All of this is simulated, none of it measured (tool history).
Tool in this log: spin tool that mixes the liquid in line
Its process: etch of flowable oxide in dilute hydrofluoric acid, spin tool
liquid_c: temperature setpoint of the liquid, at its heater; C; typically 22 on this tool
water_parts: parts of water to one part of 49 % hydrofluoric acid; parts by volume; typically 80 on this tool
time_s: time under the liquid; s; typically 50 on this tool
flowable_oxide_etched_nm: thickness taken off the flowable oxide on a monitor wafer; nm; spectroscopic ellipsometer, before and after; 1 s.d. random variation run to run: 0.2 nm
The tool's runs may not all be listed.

| run | day | liquid_c | water_parts | time_s | read-back film thickness of the flowable oxide reference wafer, read on the same gauge (nm) | flowable_oxide_etched_nm |
|---|---|---|---|---|---|---|
| 1 | 0 | 22 | 80 | 35 | 80.05 | 25.16 |
| 2 | 1.846 | 22 | 80 | 35 | 79.99 | 24.55 |
| 3 | 3.129 | 22 | 80 | 50 | 80.01 | 35.48 |
| 4 | 4.933 | 20.5 | 95 | 50 | 79.96 | 27.32 |
| 5 | 6.504 | 20.5 | 95 | 50 | 80 | 27.38 |
| 6 | 9.404 | 20.5 | 80 | 50 | 80.01 | 32.36 |
| 7 | 12.267 | 20.5 | 80 | 50 | 79.98 | 32.14 |
| 8 | 20.308 | 22 | 60 | 70 | 80.01 | 64.56 |
| 9 | 22.838 | 17 | 80 | 25 | 79.96 | 13.58 |
|  | 23.888 | hydrofluoric acid flow meter replaced |
| 10 | 25.662 | 22 | 110 | 30 | 80.05 | 14.92 |
|  | 27.288 | thermometer replaced |
|  | 27.708 | gauge calibrated |
| 11 | 28.596 | 22 | 80 | 50 | 79.97 | 35.39 |
| 12 | 30.392 | 18 | 55 | 60 | 80 | 53.3 |
| 13 | 34.238 | 22 | 80 | 50 | 79.99 | 34.72 |
| 14 | 36.071 | 19.5 | 80 | 50 | 80.01 | 31.17 |

Hidden state, per run?
liquid hotter than its thermometer reads (K): 0 across all the runs
gauge reads high (%): 0 across all the runs
H1: hydrofluoric acid flow below the setpoint (%)
| run | H1 |
|---|---|
| 1 | 1.36 |
| 2 | 1.77 |
| 3 | 2.05 |
| 4 | 2.45 |
| 5 | 2.8 |
| 6 | 3.44 |
| 7 | 4.08 |
| 8 | 5.86 |
| 9 | 6.42 |
| 10 | 1.12 |
| 11 | 1.77 |
| 12 | 2.16 |
| 13 | 3.02 |
| 14 | 3.42 |

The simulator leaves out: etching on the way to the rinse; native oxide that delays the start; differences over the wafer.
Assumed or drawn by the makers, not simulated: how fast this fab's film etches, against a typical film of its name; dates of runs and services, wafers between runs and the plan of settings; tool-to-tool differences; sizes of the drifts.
